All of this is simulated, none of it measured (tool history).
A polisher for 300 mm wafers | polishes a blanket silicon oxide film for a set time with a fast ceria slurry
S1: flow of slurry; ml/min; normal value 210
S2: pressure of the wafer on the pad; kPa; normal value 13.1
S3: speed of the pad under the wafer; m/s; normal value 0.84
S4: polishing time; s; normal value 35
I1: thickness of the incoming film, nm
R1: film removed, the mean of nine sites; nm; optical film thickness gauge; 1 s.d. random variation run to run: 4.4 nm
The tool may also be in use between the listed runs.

run 1 day=0 | S1=210 S2=13.1 S3=0.84 S4=35 | I1=1547.6 | R1=342.2
run 2 day=1.792 | S1=260 S2=13.1 S3=0.84 S4=35 | I1=1517.2 | R1=345.7
run 3 day=5.988 | S1=210 S2=13.1 S3=0.84 S4=35 | I1=1520.2 | R1=326.5
-- day=9.308 worn pad replaced by a new one
run 4 day=10.088 | S1=210 S2=13.1 S3=0.84 S4=35 | I1=1516.2 | R1=312.8
run 5 day=14.008 | S1=210 S2=13.1 S3=0.84 S4=35 | I1=1540.3 | R1=295.1
run 6 day=16.675 | S1=210 S2=13.1 S3=0.84 S4=35 | I1=1536.5 | R1=286.7
-- day=17.304 head pressure recalibrated
-- day=18.112 slurry nozzle cleaned
run 7 day=18.571 | S1=210 S2=13.1 S3=0.84 S4=35 | I1=1528.9 | R1=356.7
run 8 day=20.688 | S1=210 S2=13.1 S3=0.84 S4=35 | I1=1534.3 | R1=347.1
-- day=21.854 worn pad replaced by a new one
run 9 day=22.333 | S1=210 S2=13.1 S3=0.84 S4=35 | I1=1519.3 | R1=336.7
run 10 day=26.021 | S1=210 S2=13.1 S3=0.84 S4=35 | I1=1534.4 | R1=339.9
run 11 day=29.658 | S1=210 S2=13.1 S3=0.84 S4=35 | I1=1503.3 | R1=322.3
run 12 day=34.088 | S1=210 S2=9.7 S3=0.84 S4=35 | I1=1509.9 | R1=241.7
-- day=35.067 slurry nozzle cleaned
-- day=36.546 worn pad replaced by a new one
run 13 day=38.842 | S1=135 S2=13.1 S3=0.74 S4=44 | I1=1539.7 | R1=345.9
run 14 day=41.779 | S1=210 S2=13.1 S3=0.84 S4=35 | I1=1532.8 | R1=309.9
run 15 day=45.525 | S1=245 S2=17.9 S3=0.62 S4=35 | I1=1536.5 | R1=329.8
-- day=46.608 head pressure recalibrated
run 16 day=49.6 | S1=210 S2=13.1 S3=0.84 S4=35 | I1=1542.8 | R1=324.1
-- day=50.346 worn pad replaced by a new one
run 17 day=52.529 | S1=210 S2=13.1 S3=0.84 S4=31 | I1=1546.8 | R1=290.5
-- day=52.929 slurry nozzle cleaned
run 18 day=54.612 | S1=210 S2=13.1 S3=0.84 S4=35 | I1=1523.8 | R1=348.7
run 19 day=57.208 | S1=135 S2=14.5 S3=0.76 S4=30 | I1=1554.1 | R1=271.5
run 20 day=60.638 | S1=135 S2=13.1 S3=0.74 S4=44 | I1=1522.8 | R1=354.1
run 21 day=64.221 | S1=155 S2=15.2 S3=0.56 S4=43 | I1=1531.5 | R1=326.8
-- day=64.396 worn pad replaced by a new one
run 22 day=67.367 | S1=265 S2=15.9 S3=0.72 S4=46 | I1=1511 | R1=444.1
run 23 day=69.392 | S1=245 S2=10.3 S3=0.96 S4=35 | I1=1522.6 | R1=281.9

Predict each of these 5 candidate next runs independently; none follows another, all start after run 23:
run A day=69.408 | S1=210 S2=11 S3=0.84 S4=35 | I1=1552.7 | R1=?
run B day=69.408 | S1=210 S2=15.2 S3=1.08 S4=35 | I1=1552.7 | R1=?
run C day=69.408 | S1=210 S2=15.2 S3=0.84 S4=35 | I1=1552.7 | R1=?
run D day=69.408 | S1=210 S2=15.2 S3=1.1 S4=29 | I1=1552.7 | R1=?
run E day=69.408 | S1=210 S2=15.9 S3=0.84 S4=35 | I1=1552.7 | R1=?

run=A R1=260.9
run=B R1=407.6
run=C R1=345.5
run=D R1=342
run=E R1=359.6
Had the tool no hidden state, the same runs would have come out as:
run=A R1=306.6
run=B R1=479
run=C R1=406.1
run=D R1=401.9
run=E R1=422.6
